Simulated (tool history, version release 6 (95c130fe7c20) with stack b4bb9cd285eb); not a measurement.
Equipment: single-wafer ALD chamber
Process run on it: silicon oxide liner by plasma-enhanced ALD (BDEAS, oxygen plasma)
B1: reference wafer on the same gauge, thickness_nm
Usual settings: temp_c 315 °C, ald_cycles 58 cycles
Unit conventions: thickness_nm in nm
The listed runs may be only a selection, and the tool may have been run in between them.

run 1 hour=0.0 | temp_c=315 ald_cycles=58 | B1=5.821 | thickness_nm=5.078
run 2 hour=83.7 | temp_c=315 ald_cycles=58 | B1=5.822 | thickness_nm=5.073
run 3 hour=122.4 | temp_c=315 ald_cycles=58 | B1=5.820 | thickness_nm=5.058
run 4 hour=162.8 | temp_c=315 ald_cycles=58 | B1=5.821 | thickness_nm=5.074
run 5 hour=219.0 | temp_c=315 ald_cycles=58 | B1=5.825 | thickness_nm=5.076
run 6 hour=291.5 | temp_c=315 ald_cycles=58 | B1=5.813 | thickness_nm=5.096
run 7 hour=343.8 | temp_c=315 ald_cycles=58 | B1=5.825 | thickness_nm=5.094
run 8 hour=410.3 | temp_c=315 ald_cycles=64 | B1=5.825 | thickness_nm=5.596
run 9 hour=469.7 | temp_c=315 ald_cycles=58 | B1=5.823 | thickness_nm=5.063
run 10 hour=534.2 | temp_c=315 ald_cycles=58 | B1=5.823 | thickness_nm=5.062
run 11 hour=571.7 | temp_c=315 ald_cycles=53 | B1=5.820 | thickness_nm=4.641
run 12 hour=647.8 | temp_c=315 ald_cycles=53 | B1=5.822 | thickness_nm=4.636
run 13 hour=717.0 | temp_c=315 ald_cycles=53 | B1=5.822 | thickness_nm=4.631
run 14 hour=782.9 | temp_c=315 ald_cycles=61 | B1=5.820 | thickness_nm=5.342
run 15 hour=865.4 | temp_c=311 ald_cycles=58 | B1=5.825 | thickness_nm=5.127
run 16 hour=919.4 | temp_c=311 ald_cycles=58 | B1=5.822 | thickness_nm=5.110
run 17 hour=963.9 | temp_c=311 ald_cycles=58 | B1=5.820 | thickness_nm=5.081
run 18 hour=1071.8 | temp_c=315 ald_cycles=58 | B1=5.820 | thickness_nm=5.034
run 19 hour=1161.1 | temp_c=315 ald_cycles=58 | B1=5.823 | thickness_nm=5.065
run 20 hour=1256.3 | temp_c=329 ald_cycles=67 | B1=5.822 | thickness_nm=5.698
run 21 hour=1316.5 | temp_c=322 ald_cycles=52 | B1=5.819 | thickness_nm=4.477
run 22 hour=1390.0 | temp_c=315 ald_cycles=58 | B1=5.823 | thickness_nm=5.063
run 23 hour=1443.6 | temp_c=319 ald_cycles=58 | B1=5.823 | thickness_nm=4.987
run 24 hour=1496.4 | temp_c=322 ald_cycles=47 | B1=5.816 | thickness_nm=4.033
run 25 hour=1536.4 | temp_c=320 ald_cycles=64 | B1=5.825 | thickness_nm=5.529
run 26 hour=1594.5 | temp_c=315 ald_cycles=58 | B1=5.814 | thickness_nm=5.029
run 27 hour=1666.6 | temp_c=307 ald_cycles=67 | B1=5.821 | thickness_nm=5.890
-- hour=1676.6 thermocouple changed; heater temperature recalibrated
run 28 hour=1754.6 | temp_c=315 ald_cycles=58 | B1=5.819 | thickness_nm=5.072
run 29 hour=1816.1 | temp_c=311 ald_cycles=67 | B1=5.821 | thickness_nm=5.913
run 30 hour=1897.3 | temp_c=315 ald_cycles=58 | B1=5.819 | thickness_nm=5.087
run 31 hour=1970.5 | temp_c=308 ald_cycles=69 | B1=5.817 | thickness_nm=6.097
run 32 hour=2055.1 | temp_c=324 ald_cycles=50 | B1=5.821 | thickness_nm=4.315
-- hour=2091.5 gauge calibrated
run 33 hour=2095.8 | temp_c=300 ald_cycles=62 | B1=5.818 | thickness_nm=5.563
run 34 hour=2199.3 | temp_c=330 ald_cycles=66 | B1=5.813 | thickness_nm=5.640
run 35 hour=2301.8 | temp_c=315 ald_cycles=66 | B1=5.820 | thickness_nm=5.764
run 36 hour=2581.3 | temp_c=315 ald_cycles=58 | B1=5.824 | thickness_nm=5.040
run 37 hour=2647.3 | temp_c=304 ald_cycles=67 | B1=5.816 | thickness_nm=5.967
run 38 hour=2737.7 | temp_c=315 ald_cycles=58 | B1=5.821 | thickness_nm=5.081

Alternative continuations, all from the tool just after run 38; predict every row:
run A hour=2738.2 | temp_c=315 ald_cycles=58 | B1=? | thickness_nm=?
run B hour=2738.2 | temp_c=320 ald_cycles=53 | B1=? | thickness_nm=?
run C hour=2738.2 | temp_c=308 ald_cycles=68 | B1=? | thickness_nm=?

run=A B1=5.818 thickness_nm=5.056
run=B B1=5.818 thickness_nm=4.583
run=C B1=5.818 thickness_nm=5.993
With the hidden condition removed and each run's random variation left untouched, the same runs would have given:
run=A thickness_nm=5.070
run=B thickness_nm=4.596
run=C thickness_nm=6.011

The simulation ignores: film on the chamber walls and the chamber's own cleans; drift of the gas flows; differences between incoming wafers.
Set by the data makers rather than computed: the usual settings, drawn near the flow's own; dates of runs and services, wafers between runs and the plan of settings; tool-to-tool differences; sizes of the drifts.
